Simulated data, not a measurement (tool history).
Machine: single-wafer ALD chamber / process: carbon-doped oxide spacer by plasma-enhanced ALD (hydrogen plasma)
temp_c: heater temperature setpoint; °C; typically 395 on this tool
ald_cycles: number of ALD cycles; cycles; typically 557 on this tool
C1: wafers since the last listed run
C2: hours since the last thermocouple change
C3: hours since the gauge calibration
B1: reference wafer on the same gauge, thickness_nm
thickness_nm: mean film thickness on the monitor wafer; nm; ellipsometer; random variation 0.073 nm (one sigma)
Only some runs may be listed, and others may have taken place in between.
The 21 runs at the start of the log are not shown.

Run 22, day 53.988: usual settings; C1 37; C2 562.2; C3 701.3; B1 24.508. Result: thickness_nm 29.060 nm.
Run 23, day 55.375: usual settings; C1 25; C2 595.5; C3 734.6; B1 24.515. Result: thickness_nm 29.225 nm.
Run 24, day 56.592: usual settings but ald_cycles 482 cycles; C1 22; C2 624.7; C3 763.8; B1 24.512. Result: thickness_nm 25.118 nm.
Run 25, day 57.788: usual settings but temp_c 402 °C, ald_cycles 601 cycles; C1 21; C2 653.4; C3 792.5; B1 24.491. Result: thickness_nm 31.110 nm.
Run 26, day 60.038: usual settings but temp_c 390 °C, ald_cycles 479 cycles; C1 40; C2 707.4; C3 846.5; B1 24.509. Result: thickness_nm 24.972 nm.
Run 27, day 61.396: usual settings but ald_cycles 611 cycles; C1 24; C2 740.0; C3 879.1; B1 24.503. Result: thickness_nm 31.887 nm.
At day 70.650: thermocouple changed; heater temperature recalibrated.
Run 28, day 70.671: usual settings; C1 162; C2 0.5; C3 1101.7; B1 24.493. Result: thickness_nm 28.977 nm.
Run 29, day 72.033: usual settings but temp_c 391 °C; C1 24; C2 33.2; C3 1134.4; B1 24.481. Result: thickness_nm 29.125 nm.

Estimate the outcome of run 30 from the log above:
Run 30, day 75.012: usual settings but temp_c 387 °C, ald_cycles 516 cycles; C1 54; C2 104.7; C3 1205.9; B1 ?. Result: thickness_nm ?.

Run 30 yielded B1 24.502, thickness_nm 26.849 nm.
The same run, on a tool lacking any hidden state, would have yielded thickness_nm 26.849 nm.

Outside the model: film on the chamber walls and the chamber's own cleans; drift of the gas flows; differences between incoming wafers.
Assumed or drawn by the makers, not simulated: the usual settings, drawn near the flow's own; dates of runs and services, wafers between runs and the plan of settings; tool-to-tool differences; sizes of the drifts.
